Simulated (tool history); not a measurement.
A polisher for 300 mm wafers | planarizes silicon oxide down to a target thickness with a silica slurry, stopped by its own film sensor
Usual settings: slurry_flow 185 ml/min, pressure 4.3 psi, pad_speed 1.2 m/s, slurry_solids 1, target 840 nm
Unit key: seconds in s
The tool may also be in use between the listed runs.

run,hour,slurry_flow,pressure,pad_speed,slurry_solids,target,wafers since the last listed run,wafers polished on this pad,hours since the slurry nozzle was cleaned,hours since the head pressure was calibrated,hours since the slurry blender was calibrated,hours since the conditioning disc was replaced,"incoming thickness of the incoming film, nm",seconds
1,0,185,4.3,1.2,1,840,0,1006,129.2,1018.9,81,49.5,1193.9,86.1
2,31.6,185,4.3,1.2,1,840,220,1227,160.8,1050.5,112.6,81.1,1199.6,88.7
3,63.8,185,4.3,1.2,1,840,224,1452,193,1082.7,144.8,113.3,1213.3,91.1
4,78,185,4.3,1.2,1,840,99,1551,207.2,1096.9,159,127.5,1202.5,86.3
# hour 85.8: worn pad replaced by a new one
5,101.7,185,4.3,1.2,1,840,137,111,230.9,1120.6,182.7,151.2,1183.5,82
6,115.3,185,4.3,1.2,1,840,95,206,244.5,1134.2,196.3,164.8,1202.2,89.3
# hour 126.5: slurry nozzle cleaned
# hour 138.5: conditioning disc replaced and pad reconditioned
7,139,185,4.3,1.2,1,840,144,350,12.5,1157.9,220,0.5,1192,90.2
8,160.1,185,4.3,1.2,1,840,147,498,33.6,1179,241.1,21.6,1175.9,88.8
9,181.1,185,4.3,0.96,1,840,146,644,54.6,1200,262.1,42.6,1203.2,109.8
# hour 201.4: head pressure recalibrated
10,212.9,185,4.3,1.2,1,840,208,853,86.4,11.5,293.9,74.4,1190.5,95.4
11,239.8,185,4.3,1.2,1,840,187,1040,113.3,38.4,320.8,101.3,1219.5,101.7
# hour 248.2: slurry blender recalibrated
12,257.3,185,4.3,1.4,0.7,840,108,1149,130.8,55.9,9.1,118.8,1188,122.3
# hour 264.2: slurry nozzle cleaned, repeated, since the last time left the tool worse
13,280.7,185,4.3,1,1,730,156,1305,16.5,79.3,32.5,142.2,1197.7,120.2
# hour 313: conditioning disc replaced and pad reconditioned
# hour 314.2: worn pad replaced by a new one
14,314.7,185,4.3,1.5,1,840,214,3,50.5,113.3,66.5,1.7,1184.6,71.8
15,333.3,185,4.3,1.46,1.2,777,129,133,69.1,131.9,85.1,20.3,1211.2,85.1
16,388.2,185,3.1,0.82,1,897,383,516,124,186.8,140,75.2,1201.3,119.6
17,419.8,185,3,1.2,1,840,220,737,155.6,218.4,171.6,106.8,1193.7,123.2
18,449,185,4.3,1.2,1,840,204,941,184.8,247.6,200.8,136,1199.8,87.9
19,467.1,230,4.3,1.2,1,914,126,1068,202.9,265.7,218.9,154.1,1210.3,69
# hour 476: conditioning disc replaced and pad reconditioned
# hour 500.3: worn pad replaced by a new one
20,500.8,135,4.3,1.2,1.15,840,193,3,236.6,299.4,252.6,24.8,1195.4,86.6
21,525.3,185,3.6,1.62,1,840,171,174,261.1,323.9,277.1,49.3,1203.8,91.2
22,540.6,165,4.3,1.32,0.9,885,106,281,276.4,339.2,292.4,64.6,1206.2,81.7
# hour 547.9: slurry nozzle cleaned
# hour 552.6: slurry blender recalibrated
23,566.3,185,4.3,1.2,1,840,158,440,18.4,364.9,13.7,90.3,1185.9,80.9
24,599.3,185,4.3,1.2,1,840,230,670,51.4,397.9,46.7,123.3,1199,85.1
25,622.6,185,4.3,1.2,1,840,162,833,74.7,421.2,70,146.6,1207.7,86
26,642.4,185,4.9,1.48,0.7,759,138,971,94.5,441,89.8,166.4,1189.3,111.8

Below are 3 alternative next runs, each starting from the tool's condition after run 26. Predict each:
A,642.9,185,4.3,1.2,1,840,3,975,95,441.5,90.3,166.9,1210,?
B,642.9,185,5.1,1.2,1.25,840,3,975,95,441.5,90.3,166.9,1210,?
C,642.9,250,5.2,1.2,1,782,3,975,95,441.5,90.3,166.9,1210,?

run,seconds
A,89.6
B,66.2
C,81.9
The same runs, with their run-to-run variation unchanged, on a tool lacking any hidden condition would have given:
run,seconds
A,87.4
B,64.6
C,80.4
